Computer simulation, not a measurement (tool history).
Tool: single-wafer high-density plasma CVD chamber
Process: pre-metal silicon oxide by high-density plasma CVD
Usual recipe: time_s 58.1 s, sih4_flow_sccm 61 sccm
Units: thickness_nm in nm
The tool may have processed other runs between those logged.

run   hour  time_s  sih4_flow_sccm  wafers since the last listed run  hours since the silane flow controller was replaced  hours since the gauge calibration  read-back reference wafer on the same gauge, thickness_nm  thickness_nm
  1      0    52.1              64                                 0                                               3128.4                               97.8                                                    334.876       335.985
  2     27    52.1              64                               598                                               3155.4                              124.8                                                      335.1       335.359
  3   56.3    58.1              61                               649                                               3184.7                              154.1                                                    335.102       357.375
  4   81.9    58.1              61                               567                                               3210.3                              179.7                                                     334.89       357.139
  5  106.6    58.1              61                               547                                                 3235                              204.4                                                     334.88       357.982
  6  119.3    58.1              61                               281                                               3247.7                              217.1                                                    335.038       357.049
  7  152.3    58.1              61                               731                                               3280.7                              250.1                                                    334.811       357.025
  8  185.2    58.1              61                               729                                               3313.6                                283                                                    335.047       358.033
  9  215.3    58.1              61                               667                                               3343.7                              313.1                                                    334.756       358.458
 10  247.5      49              61                               714                                               3375.9                              345.3                                                    334.907       302.477
 11  335.3      49              61                              1947                                               3463.7                              433.1                                                    335.111       303.929
 12  359.1      49              61                               527                                               3487.5                              456.9                                                    334.963       303.141
     376.8  -- gauge calibrated
 13  391.9    64.2              71                               727                                               3520.3                               15.1                                                    335.086       462.229
 14  421.4    58.1              72                               654                                               3549.8                               44.6                                                    334.658       423.062
 15  445.4    66.2              50                               532                                               3573.8                               68.6                                                    335.298       335.901
 16  460.8    58.1              61                               341                                               3589.2                                 84                                                    334.836       358.552
 17    490      55              61                               647                                               3618.4                              113.2                                                    335.084       341.042
     516.6  -- silane flow controller replaced
 18  525.4    58.1              61                               607                                                  8.8                              148.6                                                    334.968       334.032
 19  549.6    50.5              51                               536                                                   33                              172.8                                                    334.881       243.286
 20  561.7    52.8              51                               268                                                 45.1                              184.9                                                     335.32       253.742
 21  577.4    49.8              65                               348                                                 60.8                              200.6                                                    334.993       305.045
 22  607.6    58.1              61                               669                                                   91                              230.8                                                    335.077       336.012
 23  625.3    68.9              66                               392                                                108.7                              248.5                                                    335.084       432.069
 24  641.4    63.9              66                               357                                                124.8                              264.6                                                     335.29       400.482
 25  657.5    58.1              54                               357                                                140.9                              280.7                                                    335.217       296.834

Hidden condition of the tool, last listed run before each entry between runs versus first listed run after:
Between runs 12 and 13: gauge calibrated (hour 376.8)
  delivered silane flow above the setpoint (%): 7.14 -> 7.2
  difference, measured minus the result without the unlogged condition, thickness_nm: +20.209 -> +31.041 nm
Between runs 17 and 18: silane flow controller replaced (hour 516.6)
  delivered silane flow above the setpoint (%): 7.37 -> -0.0376
  difference, measured minus the result without the unlogged condition, thickness_nm: +23.4 -> -0.126 nm

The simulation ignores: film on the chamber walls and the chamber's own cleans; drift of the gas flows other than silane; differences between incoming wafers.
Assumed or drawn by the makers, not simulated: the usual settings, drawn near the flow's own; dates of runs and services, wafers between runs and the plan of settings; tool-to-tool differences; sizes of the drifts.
